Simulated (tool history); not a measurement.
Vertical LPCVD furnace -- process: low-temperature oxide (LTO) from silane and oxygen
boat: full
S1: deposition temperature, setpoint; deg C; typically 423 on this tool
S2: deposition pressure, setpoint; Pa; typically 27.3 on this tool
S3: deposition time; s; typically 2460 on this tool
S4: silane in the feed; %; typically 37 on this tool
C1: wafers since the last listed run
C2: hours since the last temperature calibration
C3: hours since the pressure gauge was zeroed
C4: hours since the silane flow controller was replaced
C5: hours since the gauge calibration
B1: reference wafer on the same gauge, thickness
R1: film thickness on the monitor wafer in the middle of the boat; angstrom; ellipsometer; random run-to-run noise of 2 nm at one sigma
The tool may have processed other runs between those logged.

run 1 day=0.000 | S1=423 S2=27.3 S3=2970 S4=37 | C1=0 C2=2003.4 C3=1670.2 C4=3128.6 C5=366.8 | B1=331.58 | R1=4320.1
run 2 day=2.338 | S1=423 S2=27.3 S3=2970 S4=37 | C1=648 C2=2059.5 C3=1726.3 C4=3184.7 C5=422.9 | B1=332.15 | R1=4312.9
run 3 day=5.108 | S1=423 S2=27.3 S3=2970 S4=37 | C1=768 C2=2126.0 C3=1792.8 C4=3251.2 C5=489.4 | B1=332.18 | R1=4303.8
run 4 day=7.412 | S1=425 S2=27.3 S3=2460 S4=37 | C1=639 C2=2181.3 C3=1848.1 C4=3306.5 C5=544.7 | B1=332.42 | R1=3624.3
run 5 day=10.858 | S1=425 S2=27.3 S3=2460 S4=37 | C1=955 C2=2264.0 C3=1930.8 C4=3389.2 C5=627.4 | B1=331.24 | R1=3624.7
run 6 day=14.746 | S1=425 S2=27.3 S3=2460 S4=37 | C1=1078 C2=2357.3 C3=2024.1 C4=3482.5 C5=720.7 | B1=332.06 | R1=3607.3
run 7 day=17.642 | S1=423 S2=27.3 S3=2460 S4=37 | C1=803 C2=2426.8 C3=2093.6 C4=3552.0 C5=790.2 | B1=331.66 | R1=3563.2
run 8 day=28.342 | S1=423 S2=27.3 S3=2460 S4=37 | C1=2967 C2=2683.6 C3=2350.4 C4=3808.8 C5=1047.0 | B1=331.97 | R1=3533.4
run 9 day=31.696 | S1=423 S2=27.3 S3=2460 S4=37 | C1=930 C2=2764.1 C3=2430.9 C4=3889.3 C5=1127.5 | B1=332.08 | R1=3547.8
-- day=34.317 thermocouples replaced and temperature profile calibrated
run 10 day=36.992 | S1=423 S2=27.3 S3=2460 S4=37 | C1=1191 C2=64.2 C3=2558.0 C4=4016.4 C5=1254.6 | B1=332.06 | R1=3558.3
run 11 day=40.671 | S1=423 S2=27.3 S3=2460 S4=37 | C1=1020 C2=152.5 C3=2646.3 C4=4104.7 C5=1342.9 | B1=331.45 | R1=3544.2
run 12 day=44.646 | S1=423 S2=27.3 S3=2460 S4=37 | C1=1102 C2=247.9 C3=2741.7 C4=4200.1 C5=1438.3 | B1=331.27 | R1=3523.3
run 13 day=48.742 | S1=423 S2=27.3 S3=2460 S4=37 | C1=1135 C2=346.2 C3=2840.0 C4=4298.4 C5=1536.6 | B1=331.83 | R1=3527.3
run 14 day=59.288 | S1=423 S2=27.3 S3=2460 S4=37 | C1=2924 C2=599.3 C3=3093.1 C4=4551.5 C5=1789.7 | B1=331.37 | R1=3558.6
-- day=60.358 silane flow controller replaced
run 15 day=62.092 | S1=425 S2=27.3 S3=2460 S4=37 | C1=500 C2=666.6 C3=3160.4 C4=41.6 C5=1857.0 | B1=331.55 | R1=3584.0
-- day=65.475 gauge calibrated
run 16 day=65.700 | S1=427 S2=23.3 S3=2460 S4=34 | C1=1000 C2=753.2 C3=3247.0 C4=128.2 C5=5.4 | B1=331.54 | R1=2805.6
-- day=66.971 pressure gauge zeroed
run 17 day=68.096 | S1=423 S2=34.0 S3=2460 S4=43 | C1=387 C2=810.7 C3=27.0 C4=185.7 C5=62.9 | B1=331.89 | R1=5407.2
run 18 day=70.454 | S1=423 S2=27.3 S3=3210 S4=37 | C1=654 C2=867.3 C3=83.6 C4=242.3 C5=119.5 | B1=332.45 | R1=4790.8
run 19 day=73.904 | S1=417 S2=27.3 S3=2460 S4=32 | C1=956 C2=950.1 C3=166.4 C4=325.1 C5=202.3 | B1=332.32 | R1=2864.1
run 20 day=77.075 | S1=423 S2=24.0 S3=2460 S4=37 | C1=879 C2=1026.2 C3=242.5 C4=401.2 C5=278.4 | B1=332.58 | R1=3236.7
run 21 day=80.938 | S1=423 S2=34.0 S3=2460 S4=43 | C1=1071 C2=1118.9 C3=335.2 C4=493.9 C5=371.1 | B1=331.98 | R1=5359.7
run 22 day=84.546 | S1=423 S2=20.7 S3=3150 S4=37 | C1=1000 C2=1205.5 C3=421.8 C4=580.5 C5=457.7 | B1=331.85 | R1=3496.0
run 23 day=88.358 | S1=423 S2=27.3 S3=2460 S4=37 | C1=1057 C2=1297.0 C3=513.3 C4=672.0 C5=549.2 | B1=331.97 | R1=3599.8
run 24 day=91.125 | S1=427 S2=27.3 S3=3420 S4=34 | C1=767 C2=1363.4 C3=579.7 C4=738.4 C5=615.6 | B1=331.76 | R1=4758.1
run 25 day=93.208 | S1=423 S2=27.3 S3=2460 S4=37 | C1=577 C2=1413.4 C3=629.7 C4=788.4 C5=665.6 | B1=332.98 | R1=3607.5
run 26 day=95.583 | S1=423 S2=27.3 S3=2460 S4=41 | C1=658 C2=1470.4 C3=686.7 C4=845.4 C5=722.6 | B1=331.98 | R1=4071.8
run 27 day=97.671 | S1=423 S2=27.3 S3=1770 S4=37 | C1=578 C2=1520.5 C3=736.8 C4=895.5 C5=772.7 | B1=330.98 | R1=2597.9
run 28 day=99.954 | S1=427 S2=27.3 S3=3420 S4=34 | C1=633 C2=1575.3 C3=791.6 C4=950.3 C5=827.5 | B1=331.93 | R1=4748.2
run 29 day=103.629 | S1=412 S2=30.0 S3=2460 S4=37 | C1=1019 C2=1663.5 C3=879.8 C4=1038.5 C5=915.7 | B1=332.02 | R1=3510.9

Below are 4 alternative next runs, each starting from the tool's condition after run 29. Predict each:
run A day=103.846 | S1=423 S2=27.3 S3=2460 S4=37 | C1=60 C2=1668.7 C3=885.0 C4=1043.7 C5=920.9 | B1=? | R1=?
run B day=103.846 | S1=423 S2=22.7 S3=3000 S4=37 | C1=60 C2=1668.7 C3=885.0 C4=1043.7 C5=920.9 | B1=? | R1=?
run C day=103.846 | S1=414 S2=27.3 S3=1710 S4=37 | C1=60 C2=1668.7 C3=885.0 C4=1043.7 C5=920.9 | B1=? | R1=?
run D day=103.846 | S1=423 S2=22.0 S3=2460 S4=32 | C1=60 C2=1668.7 C3=885.0 C4=1043.7 C5=920.9 | B1=? | R1=?

run=A B1=331.44 R1=3586.1
run=B B1=331.44 R1=3607.8
run=C B1=331.44 R1=2267.8
run=D B1=331.44 R1=2381.5
With the hidden condition removed and each run's random variation left untouched, the same runs would have given:
run=A R1=3676.4
run=B R1=3718.0
run=C R1=2324.9
run=D R1=2456.5
